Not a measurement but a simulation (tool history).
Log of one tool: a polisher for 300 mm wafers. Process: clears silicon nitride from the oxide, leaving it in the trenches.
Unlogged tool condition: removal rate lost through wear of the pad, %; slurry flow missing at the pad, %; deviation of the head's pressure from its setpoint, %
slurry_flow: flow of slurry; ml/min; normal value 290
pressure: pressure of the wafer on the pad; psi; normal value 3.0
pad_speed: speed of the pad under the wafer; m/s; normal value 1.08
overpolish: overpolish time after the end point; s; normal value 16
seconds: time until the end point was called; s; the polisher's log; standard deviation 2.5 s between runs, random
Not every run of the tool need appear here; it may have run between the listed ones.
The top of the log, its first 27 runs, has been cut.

| run | hour | slurry_flow | pressure | pad_speed | overpolish | wafers since the last listed run | wafers polished on this pad | hours since the slurry nozzle was cleaned | hours since the head pressure was calibrated | incoming thickness of the incoming film, nm | seconds |
|---|---|---|---|---|---|---|---|---|---|---|---|
| 28 | 701.8 | 290 | 3.0 | 0.86 | 16 | 193 | 1675 | 365.7 | 158.2 | 169.4 | 186.1 |
| 29 | 720.0 | 335 | 2.1 | 1.08 | 16 | 127 | 1803 | 383.9 | 176.4 | 168.8 | 212.0 |
|  | 723.1 | slurry nozzle cleaned |
|  | 734.5 | worn pad replaced by a new one |
| 30 | 745.3 | 385 | 3.0 | 1.36 | 11 | 142 | 75 | 22.2 | 201.7 | 171.4 | 116.3 |
| 31 | 773.7 | 290 | 3.0 | 1.08 | 16 | 199 | 274 | 50.6 | 230.1 | 172.5 | 148.5 |
| 32 | 809.6 | 290 | 3.5 | 1.08 | 19 | 251 | 526 | 86.5 | 266.0 | 170.7 | 131.8 |
| 33 | 826.7 | 290 | 3.0 | 0.94 | 16 | 119 | 646 | 103.6 | 283.1 | 168.5 | 172.0 |
| 34 | 862.1 | 290 | 3.0 | 1.08 | 16 | 248 | 894 | 139.0 | 318.5 | 169.3 | 151.9 |
|  | 967.4 | worn pad replaced by a new one |
| 35 | 967.9 | 320 | 3.4 | 1.26 | 23 | 713 | 3 | 244.8 | 424.3 | 169.1 | 115.0 |
| 36 | 980.7 | 290 | 3.0 | 1.42 | 16 | 89 | 93 | 257.6 | 437.1 | 170.6 | 115.6 |
| 37 | 1004.1 | 290 | 3.0 | 1.08 | 16 | 164 | 257 | 281.0 | 460.5 | 173.0 | 150.6 |
| 38 | 1023.9 | 290 | 3.0 | 1.08 | 13 | 138 | 395 | 300.8 | 480.3 | 169.3 | 149.3 |

Predict each of these 3 candidate next runs independently; none follows another, all start after run 38:
| A | 1024.4 | 290 | 3.0 | 1.08 | 16 | 3 | 399 | 301.3 | 480.8 | 168.4 | ? |
| B | 1024.4 | 350 | 3.0 | 1.08 | 6 | 3 | 399 | 301.3 | 480.8 | 168.4 | ? |
| C | 1024.4 | 240 | 2.6 | 1.08 | 10 | 3 | 399 | 301.3 | 480.8 | 168.4 | ? |

| run | seconds |
|---|---|
| A | 154.5 |
| B | 152.9 |
| C | 180.2 |
The same runs, with their run-to-run variation unchanged, on a tool lacking any hidden condition would have given:
| run | seconds |
|---|---|
| A | 154.5 |
| B | 152.9 |
| C | 180.2 |
